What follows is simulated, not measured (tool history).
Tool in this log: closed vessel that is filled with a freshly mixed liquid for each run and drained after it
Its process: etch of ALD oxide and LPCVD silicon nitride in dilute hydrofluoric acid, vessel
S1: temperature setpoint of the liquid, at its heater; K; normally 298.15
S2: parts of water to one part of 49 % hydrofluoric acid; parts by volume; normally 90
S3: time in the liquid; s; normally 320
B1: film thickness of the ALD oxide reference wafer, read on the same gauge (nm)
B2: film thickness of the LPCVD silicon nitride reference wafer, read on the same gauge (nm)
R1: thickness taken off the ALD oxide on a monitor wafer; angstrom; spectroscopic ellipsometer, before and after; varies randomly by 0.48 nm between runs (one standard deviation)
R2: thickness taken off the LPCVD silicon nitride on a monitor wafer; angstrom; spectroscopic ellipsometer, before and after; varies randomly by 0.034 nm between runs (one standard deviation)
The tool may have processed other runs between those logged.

Run 1, hour 0.0: usual settings but S1 300.15 K; B1 29.98; B2 80.003. Result: R1 591.1 angstrom, R2 18.44 angstrom.
Run 2, hour 98.7: usual settings but S1 300.15 K; B1 29.99; B2 79.987. Result: R1 583.1 angstrom, R2 18.75 angstrom.
Run 3, hour 175.1: usual settings but S1 300.65 K; B1 30.02; B2 79.991. Result: R1 584.9 angstrom, R2 18.17 angstrom.
Run 4, hour 277.1: usual settings but S3 430 s; B1 29.98; B2 79.993. Result: R1 692.5 angstrom, R2 20.34 angstrom.
Run 5, hour 346.6: usual settings but S3 430 s; B1 30.00; B2 80.013. Result: R1 682.5 angstrom, R2 20.27 angstrom.
Run 6, hour 386.2: usual settings but S3 430 s; B1 29.99; B2 80.007. Result: R1 684.6 angstrom, R2 20.16 angstrom.
At hour 400.0: hydrofluoric acid flow meter replaced.
At hour 469.2: thermometer replaced.
Run 7, hour 487.1: usual settings but S2 100 parts by volume, S3 365 s; B1 29.98; B2 80.008. Result: R1 553.0 angstrom, R2 16.31 angstrom.
Run 8, hour 547.3: usual settings but S2 100 parts by volume, S3 365 s; B1 29.99; B2 80.005. Result: R1 542.8 angstrom, R2 16.12 angstrom.
Run 9, hour 627.0: usual settings but S2 115 parts by volume; B1 30.01; B2 80.008. Result: R1 405.3 angstrom, R2 12.38 angstrom.
At hour 652.5: gauge calibrated.
Run 10, hour 820.1: usual settings but S2 45 parts by volume, S3 410 s; B1 29.98; B2 80.001. Result: R1 1391.8 angstrom, R2 39.01 angstrom.
Run 11, hour 871.0: usual settings; B1 30.00; B2 79.988. Result: R1 505.0 angstrom, R2 15.64 angstrom.
Run 12, hour 938.4: usual settings but S1 300.65 K, S3 505 s; B1 30.00; B2 79.998. Result: R1 879.0 angstrom, R2 26.83 angstrom.
At hour 943.5: hydrofluoric acid flow meter replaced.
Run 13, hour 985.6: usual settings but S1 302.15 K, S3 395 s; B1 30.00; B2 80.011. Result: R1 768.2 angstrom, R2 25.72 angstrom.
Run 14, hour 1089.9: usual settings but S1 303.15 K, S2 135 parts by volume; B1 30.00; B2 79.991. Result: R1 403.2 angstrom, R2 14.55 angstrom.
Run 15, hour 1179.4: usual settings but S1 296.15 K, S2 105 parts by volume, S3 440 s; B1 29.99; B2 80.002. Result: R1 556.9 angstrom, R2 16.16 angstrom.
Run 16, hour 1248.5: usual settings but S3 430 s; B1 30.00; B2 80.001. Result: R1 694.1 angstrom, R2 20.93 angstrom.

Predict each of these 5 candidate next runs independently; none follows another, all start after run 16:
Run A, hour 1249.2: usual settings; B1 ?; B2 ?. Result: R1 ?, R2 ?.
Run B, hour 1249.2: usual settings but S1 295.65 K, S2 65 parts by volume, S3 405 s; B1 ?; B2 ?. Result: R1 ?, R2 ?.
Run C, hour 1249.2: usual settings but S2 45 parts by volume, S3 235 s; B1 ?; B2 ?. Result: R1 ?, R2 ?.
Run D, hour 1249.2: usual settings but S1 295.15 K, S2 115 parts by volume, S3 225 s; B1 ?; B2 ?. Result: R1 ?, R2 ?.
Run E, hour 1249.2: usual settings but S1 300.15 K, S2 60 parts by volume, S3 250 s; B1 ?; B2 ?. Result: R1 ?, R2 ?.

run     B1      B2     R1     R2
  A  30.01  80.002  509.0  15.60
  B  30.01  80.002  834.2  23.04
  C  30.01  80.002  796.5  22.69
  D  30.01  80.002  241.0   7.07
  E  30.01  80.002  673.8  20.76
Stripped of hidden state, with their random variation kept, the same runs would have yielded:
run     R1     R2
  A  549.6  16.70
  B  898.6  24.64
  C  856.7  24.26
  D  260.4   7.56
  E  725.8  22.21

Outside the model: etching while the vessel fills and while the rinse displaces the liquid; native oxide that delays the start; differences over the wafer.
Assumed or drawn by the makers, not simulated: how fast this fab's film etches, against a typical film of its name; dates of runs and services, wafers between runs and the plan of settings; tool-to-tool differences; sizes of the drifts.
